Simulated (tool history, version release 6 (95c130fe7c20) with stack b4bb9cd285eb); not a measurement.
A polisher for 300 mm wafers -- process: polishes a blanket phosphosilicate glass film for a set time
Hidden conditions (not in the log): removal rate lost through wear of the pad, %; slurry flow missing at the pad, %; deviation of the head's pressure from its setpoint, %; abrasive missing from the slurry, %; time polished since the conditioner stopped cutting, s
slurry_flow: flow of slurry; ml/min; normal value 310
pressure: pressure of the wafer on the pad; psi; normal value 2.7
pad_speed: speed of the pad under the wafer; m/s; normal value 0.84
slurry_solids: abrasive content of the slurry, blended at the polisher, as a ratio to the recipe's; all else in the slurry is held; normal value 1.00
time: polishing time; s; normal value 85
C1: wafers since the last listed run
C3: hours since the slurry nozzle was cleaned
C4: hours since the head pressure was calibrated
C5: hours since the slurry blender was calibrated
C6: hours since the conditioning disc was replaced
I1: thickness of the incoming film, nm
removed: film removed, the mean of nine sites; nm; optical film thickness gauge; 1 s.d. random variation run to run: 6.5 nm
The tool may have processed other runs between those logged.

run 1 hour=0.0 | slurry_flow=310 pressure=2.7 pad_speed=0.84 slurry_solids=1.00 time=85 | C1=0 wafers_polished_on_this_pad=7149 C3=71.7 C4=542.8 C5=703.5 C6=619.5 | I1=4589.1 | removed=571.5
-- hour=10.2 slurry blender recalibrated
run 2 hour=41.2 | slurry_flow=260 pressure=2.0 pad_speed=1.02 slurry_solids=0.85 time=85 | C1=447 wafers_polished_on_this_pad=7596 C3=112.9 C4=584.0 C5=31.0 C6=660.7 | I1=4573.8 | removed=472.3
-- hour=197.6 worn pad replaced by a new one
-- hour=213.3 conditioning disc replaced and pad reconditioned
run 3 hour=347.3 | slurry_flow=310 pressure=2.1 pad_speed=1.14 slurry_solids=1.20 time=108 | C1=3424 wafers_polished_on_this_pad=1685 C3=419.0 C4=890.1 C5=337.1 C6=134.0 | I1=4622.4 | removed=834.7
run 4 hour=438.4 | slurry_flow=310 pressure=1.8 pad_speed=0.84 slurry_solids=1.15 time=105 | C1=1039 wafers_polished_on_this_pad=2725 C3=510.1 C4=981.2 C5=428.2 C6=225.1 | I1=4554.8 | removed=545.6
run 5 hour=521.6 | slurry_flow=350 pressure=2.7 pad_speed=1.08 slurry_solids=1.00 time=73 | C1=949 wafers_polished_on_this_pad=3674 C3=593.3 C4=1064.4 C5=511.4 C6=308.3 | I1=4521.2 | removed=652.2
run 6 hour=578.2 | slurry_flow=310 pressure=2.7 pad_speed=1.04 slurry_solids=1.00 time=85 | C1=645 wafers_polished_on_this_pad=4320 C3=649.9 C4=1121.0 C5=568.0 C6=364.9 | I1=4580.0 | removed=725.0
run 7 hour=653.9 | slurry_flow=310 pressure=2.7 pad_speed=0.92 slurry_solids=1.00 time=63 | C1=863 wafers_polished_on_this_pad=5184 C3=725.6 C4=1196.7 C5=643.7 C6=440.6 | I1=4544.0 | removed=474.4
-- hour=659.4 head pressure recalibrated
run 8 hour=735.2 | slurry_flow=310 pressure=2.7 pad_speed=0.84 slurry_solids=1.00 time=85 | C1=904 wafers_polished_on_this_pad=6089 C3=806.9 C4=75.8 C5=725.0 C6=521.9 | I1=4639.3 | removed=591.5
-- hour=761.0 slurry nozzle cleaned
run 9 hour=779.1 | slurry_flow=310 pressure=2.7 pad_speed=0.84 slurry_solids=1.10 time=85 | C1=489 wafers_polished_on_this_pad=6578 C3=18.1 C4=119.7 C5=768.9 C6=565.8 | I1=4588.2 | removed=612.2
-- hour=790.2 slurry blender recalibrated
run 10 hour=841.9 | slurry_flow=235 pressure=2.2 pad_speed=0.84 slurry_solids=1.00 time=85 | C1=693 wafers_polished_on_this_pad=7272 C3=80.9 C4=182.5 C5=51.7 C6=628.6 | I1=4563.4 | removed=472.8
-- hour=855.1 worn pad replaced by a new one
-- hour=924.2 conditioning disc replaced and pad reconditioned
run 11 hour=934.2 | slurry_flow=310 pressure=2.7 pad_speed=0.84 slurry_solids=1.00 time=85 | C1=984 wafers_polished_on_this_pad=880 C3=173.2 C4=274.8 C5=144.0 C6=10.0 | I1=4524.6 | removed=611.6
run 12 hour=1035.8 | slurry_flow=310 pressure=2.7 pad_speed=0.84 slurry_solids=1.00 time=85 | C1=1159 wafers_polished_on_this_pad=2039 C3=274.8 C4=376.4 C5=245.6 C6=111.6 | I1=4541.9 | removed=622.3
run 13 hour=1099.2 | slurry_flow=310 pressure=2.7 pad_speed=0.84 slurry_solids=1.00 time=85 | C1=723 wafers_polished_on_this_pad=2763 C3=338.2 C4=439.8 C5=309.0 C6=175.0 | I1=4493.5 | removed=612.4
run 14 hour=1192.3 | slurry_flow=310 pressure=2.7 pad_speed=0.58 slurry_solids=1.00 time=85 | C1=1062 wafers_polished_on_this_pad=3825 C3=431.3 C4=532.9 C5=402.1 C6=268.1 | I1=4529.2 | removed=456.0
run 15 hour=1259.9 | slurry_flow=310 pressure=2.7 pad_speed=0.84 slurry_solids=1.10 time=104 | C1=771 wafers_polished_on_this_pad=4596 C3=498.9 C4=600.5 C5=469.7 C6=335.7 | I1=4594.7 | removed=764.5
run 16 hour=1336.1 | slurry_flow=365 pressure=2.7 pad_speed=0.92 slurry_solids=0.90 time=85 | C1=869 wafers_polished_on_this_pad=5466 C3=575.1 C4=676.7 C5=545.9 C6=411.9 | I1=4582.9 | removed=611.6
run 17 hour=1400.1 | slurry_flow=310 pressure=1.8 pad_speed=0.84 slurry_solids=1.15 time=105 | C1=730 wafers_polished_on_this_pad=6196 C3=639.1 C4=740.7 C5=609.9 C6=475.9 | I1=4507.1 | removed=525.7
run 18 hour=1485.4 | slurry_flow=310 pressure=2.7 pad_speed=0.84 slurry_solids=1.00 time=113 | C1=973 wafers_polished_on_this_pad=7170 C3=724.4 C4=826.0 C5=695.2 C6=561.2 | I1=4632.7 | removed=778.6
-- hour=1509.3 worn pad replaced by a new one
-- hour=1520.2 slurry nozzle cleaned
-- hour=1546.1 slurry blender recalibrated
run 19 hour=1566.0 | slurry_flow=310 pressure=2.7 pad_speed=0.72 slurry_solids=1.00 time=109 | C1=839 wafers_polished_on_this_pad=612 C3=45.8 C4=906.6 C5=19.9 C6=641.8 | I1=4528.6 | removed=655.6
run 20 hour=1651.7 | slurry_flow=310 pressure=3.5 pad_speed=0.84 slurry_solids=1.00 time=85 | C1=977 wafers_polished_on_this_pad=1590 C3=131.5 C4=992.3 C5=105.6 C6=727.5 | I1=4567.6 | removed=718.6
run 21 hour=1689.0 | slurry_flow=310 pressure=2.7 pad_speed=0.84 slurry_solids=0.75 time=64 | C1=425 wafers_polished_on_this_pad=2016 C3=168.8 C4=1029.6 C5=142.9 C6=764.8 | I1=4597.1 | removed=375.0
-- hour=1716.6 head pressure recalibrated
run 22 hour=1777.9 | slurry_flow=210 pressure=2.3 pad_speed=0.74 slurry_solids=1.15 time=85 | C1=991 wafers_polished_on_this_pad=3008 C3=257.7 C4=61.3 C5=231.8 C6=853.7 | I1=4553.0 | removed=435.8
-- hour=1781.4 conditioning disc replaced and pad reconditioned
run 23 hour=1853.9 | slurry_flow=310 pressure=2.3 pad_speed=0.84 slurry_solids=1.00 time=105 | C1=844 wafers_polished_on_this_pad=3852 C3=333.7 C4=137.3 C5=307.8 C6=72.5 | I1=4513.3 | removed=653.1
run 24 hour=1918.8 | slurry_flow=310 pressure=2.7 pad_speed=0.84 slurry_solids=1.00 time=85 | C1=740 wafers_polished_on_this_pad=4593 C3=398.6 C4=202.2 C5=372.7 C6=137.4 | I1=4507.5 | removed=598.0
run 25 hour=2026.4 | slurry_flow=310 pressure=2.7 pad_speed=0.74 slurry_solids=1.20 time=85 | C1=1227 wafers_polished_on_this_pad=5821 C3=506.2 C4=309.8 C5=480.3 C6=245.0 | I1=4567.5 | removed=586.9

Forecast each of these 4 alternatives for the next run:
run A hour=2026.9 | slurry_flow=310 pressure=2.7 pad_speed=0.74 slurry_solids=1.00 time=85 | C1=5 wafers_polished_on_this_pad=5826 C3=506.7 C4=310.3 C5=480.8 C6=245.5 | I1=4614.7 | removed=?
run B hour=2026.9 | slurry_flow=310 pressure=2.2 pad_speed=1.00 slurry_solids=0.75 time=63 | C1=5 wafers_polished_on_this_pad=5826 C3=506.7 C4=310.3 C5=480.8 C6=245.5 | I1=4614.7 | removed=?
run C hour=2026.9 | slurry_flow=225 pressure=2.7 pad_speed=0.84 slurry_solids=1.00 time=106 | C1=5 wafers_polished_on_this_pad=5826 C3=506.7 C4=310.3 C5=480.8 C6=245.5 | I1=4614.7 | removed=?
run D hour=2026.9 | slurry_flow=205 pressure=2.7 pad_speed=0.66 slurry_solids=0.80 time=94 | C1=5 wafers_polished_on_this_pad=5826 C3=506.7 C4=310.3 C5=480.8 C6=245.5 | I1=4614.7 | removed=?

run=A removed=545.5
run=B removed=374.9
run=C removed=725.9
run=D removed=485.8
With the hidden condition removed and each run's random variation left untouched, the same runs would have given:
run=A removed=563.7
run=B removed=388.5
run=C removed=753.0
run=D removed=500.5
